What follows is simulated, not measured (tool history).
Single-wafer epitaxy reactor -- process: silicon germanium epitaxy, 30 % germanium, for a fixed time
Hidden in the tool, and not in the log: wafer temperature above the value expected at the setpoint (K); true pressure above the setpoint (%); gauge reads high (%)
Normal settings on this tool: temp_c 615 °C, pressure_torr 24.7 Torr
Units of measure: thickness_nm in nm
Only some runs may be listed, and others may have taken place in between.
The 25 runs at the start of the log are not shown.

| run | hour | temp_c | pressure_torr | wafers since the last listed run | hours since the last pyrometer calibration | hours since the last manometer calibration | hours since the showerhead was replaced | hours since the gauge calibration | read-back reference wafer on the same gauge, thickness_nm | thickness_nm |
|---|---|---|---|---|---|---|---|---|---|---|
| 26 | 1934.6 | 615 | 27.5 | 2360 | 374.1 | 628.0 | 287.6 | 790.6 | 75.353 | 85.734 |
| 27 | 2007.2 | 615 | 19.4 | 1722 | 446.7 | 700.6 | 360.2 | 863.2 | 75.040 | 69.754 |
| 28 | 2104.2 | 615 | 24.7 | 2300 | 543.7 | 797.6 | 457.2 | 960.2 | 75.195 | 80.902 |
| 29 | 2248.5 | 615 | 24.7 | 3422 | 688.0 | 941.9 | 601.5 | 1104.5 | 75.152 | 80.782 |
| 30 | 2357.9 | 615 | 19.6 | 2595 | 797.4 | 1051.3 | 710.9 | 1213.9 | 75.247 | 70.234 |
| 31 | 2452.6 | 615 | 29.1 | 2246 | 892.1 | 1146.0 | 805.6 | 1308.6 | 75.158 | 86.859 |
| 32 | 2540.0 | 615 | 19.3 | 2073 | 979.5 | 1233.4 | 893.0 | 1396.0 | 75.200 | 69.083 |
|  | 2558.8 | capacitance manometer re-zeroed and calibrated |
| 33 | 2591.0 | 623 | 19.7 | 1020 | 1030.5 | 32.2 | 944.0 | 1447.0 | 75.267 | 79.288 |
| 34 | 2673.1 | 615 | 20.7 | 1947 | 1112.6 | 114.3 | 1026.1 | 1529.1 | 75.180 | 71.352 |
| 35 | 2748.5 | 615 | 19.4 | 1788 | 1188.0 | 189.7 | 1101.5 | 1604.5 | 75.123 | 68.877 |
| 36 | 2795.1 | 601 | 26.6 | 1105 | 1234.6 | 236.3 | 1148.1 | 1651.1 | 75.186 | 66.160 |

Branching from run 36: 3 alternative next runs. What would each branch give?
| A | 2795.5 | 615 | 24.7 | 9 | 1235.0 | 236.7 | 1148.5 | 1651.5 | ? | ? |
| B | 2795.5 | 604 | 20.8 | 9 | 1235.0 | 236.7 | 1148.5 | 1651.5 | ? | ? |
| C | 2795.5 | 602 | 19.5 | 9 | 1235.0 | 236.7 | 1148.5 | 1651.5 | ? | ? |

| run | read-back reference wafer on the same gauge, thickness_nm | thickness_nm |
|---|---|---|
| A | 75.162 | 79.101 |
| B | 75.162 | 60.409 |
| C | 75.162 | 56.328 |
What these runs would have given with no unlogged condition in the tool:
| run | thickness_nm |
|---|---|
| A | 81.265 |
| B | 62.098 |
| C | 57.910 |

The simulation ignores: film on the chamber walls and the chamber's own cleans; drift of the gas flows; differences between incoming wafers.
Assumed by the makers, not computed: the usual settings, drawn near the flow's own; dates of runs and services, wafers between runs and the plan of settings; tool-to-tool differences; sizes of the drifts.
